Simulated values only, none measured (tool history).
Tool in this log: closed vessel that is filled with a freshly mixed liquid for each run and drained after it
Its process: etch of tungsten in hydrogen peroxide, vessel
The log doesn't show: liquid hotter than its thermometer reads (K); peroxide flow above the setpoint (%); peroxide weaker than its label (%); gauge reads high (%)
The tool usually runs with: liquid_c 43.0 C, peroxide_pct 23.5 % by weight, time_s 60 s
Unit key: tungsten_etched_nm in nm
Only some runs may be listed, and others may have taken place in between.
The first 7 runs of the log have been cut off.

run    hour  liquid_c  peroxide_pct  time_s  wafers since the last listed run  hours since the thermometer was replaced  hours since the peroxide flow meter was replaced  hours since the drum of peroxide was connected  hours since the gauge calibration  read-back film thickness of the tungsten reference wafer, read on the same gauge (nm)  tungsten_etched_nm
  8   422.3      43.0          23.5      60                              5794                                    1474.1                                             121.9                                          1058.9                             1869.0                                                                                 119.99               74.65
  9   561.2      43.0          23.5      60                             12419                                    1613.0                                             260.8                                          1197.8                             2007.9                                                                                 119.96               74.21
      577.2  -- thermometer replaced
 10   607.9      43.0          23.5      60                              4086                                      30.7                                             307.5                                          1244.5                             2054.6                                                                                 120.02               74.99
 11   653.8      47.0          27.0      50                              4104                                      76.6                                             353.4                                          1290.4                             2100.5                                                                                 120.02               86.28
 12   712.8      37.5          23.5      30                              5275                                     135.6                                             412.4                                          1349.4                             2159.5                                                                                 120.07               26.67
      820.7  -- peroxide flow meter replaced
 13   871.7      43.0          17.5      75                             14118                                     294.5                                              51.0                                          1508.3                             2318.4                                                                                 120.00               80.33
 14   940.4      43.0          23.5      60                              6142                                     363.2                                             119.7                                          1577.0                             2387.1                                                                                 120.00               74.75
 15   996.1      43.0          23.5      60                              4980                                     418.9                                             175.4                                          1632.7                             2442.8                                                                                 119.99               74.70
 16  1031.3      36.5          17.5      85                              3147                                     454.1                                             210.6                                          1667.9                             2478.0                                                                                 119.94               59.84
     1045.8  -- new drum of peroxide connected
     1057.2  -- gauge calibrated
 17  1061.7      43.0          27.0      60                              2628                                     484.5                                             241.0                                            15.9                                4.5                                                                                 119.98               81.27
 18  1098.6      43.0          23.5      60                              3299                                     521.4                                             277.9                                            52.8                               41.4                                                                                 119.98               75.43
 19  1137.9      43.0          23.5      60                              3514                                     560.7                                             317.2                                            92.1                               80.7                                                                                 120.02               74.79
 20  1200.0      43.0          23.5      90                              5552                                     622.8                                             379.3                                           154.2                              142.8                                                                                 119.94              114.33
 21  1249.8      52.0          27.5      60                              4452                                     672.6                                             429.1                                           204.0                              192.6                                                                                 119.93              143.36
     1263.8  -- peroxide flow meter replaced
 22  1302.8      43.0          23.5      30                              4649                                     725.6                                              39.0                                           257.0                              245.6                                                                                 120.04               37.13
 23  1358.7      38.5          23.5      60                              4998                                     781.5                                              94.9                                           312.9                              301.5                                                                                 119.98               55.92
 24  1392.7      51.0          23.5      45                              3040                                     815.5                                             128.9                                           346.9                              335.5                                                                                 120.00               91.82
 25  1439.0      36.5          26.0      60                              4139                                     861.8                                             175.2                                           393.2                              381.8                                                                                 119.99               51.57
 26  1485.0      33.0          18.5      85                              4113                                     907.8                                             221.2                                           439.2                              427.8                                                                                 119.99               48.74
 27  1512.1      43.0          23.5      60                              2423                                     934.9                                             248.3                                           466.3                              454.9                                                                                 119.96               74.94
 28  1541.1      43.0          23.5      60                              2593                                     963.9                                             277.3                                           495.3                              483.9                                                                                 119.99               74.74
 29  1585.2      47.0          23.5      35                              3943                                    1008.0                                             321.4                                           539.4                              528.0                                                                                 119.99               55.68
 30  1635.4      33.0          17.0      60                              4488                                    1058.2                                             371.6                                           589.6                              578.2                                                                                 119.94               33.09

Here are 4 independent what-if runs from the current tool condition. What would each one return?
  A  1636.1      43.0          23.5      60                                62                                    1058.9                                             372.3                                           590.3                              578.9                                                                                      ?                   ?
  B  1636.1      46.5          21.5      60                                62                                    1058.9                                             372.3                                           590.3                              578.9                                                                                      ?                   ?
  C  1636.1      43.0          29.0      85                                62                                    1058.9                                             372.3                                           590.3                              578.9                                                                                      ?                   ?
  D  1636.1      43.0          19.0      30                                62                                    1058.9                                             372.3                                           590.3                              578.9                                                                                      ?                   ?

run  read-back film thickness of the tungsten reference wafer, read on the same gauge (nm)  tungsten_etched_nm
  A                                                                                 119.99               75.32
  B                                                                                 119.99               89.86
  C                                                                                 119.99              118.53
  D                                                                                 119.99               33.86
With the hidden condition removed and each run's random variation left untouched, the same runs would have given:
run  tungsten_etched_nm
  A               73.85
  B               88.11
  C              116.22
  D               33.20
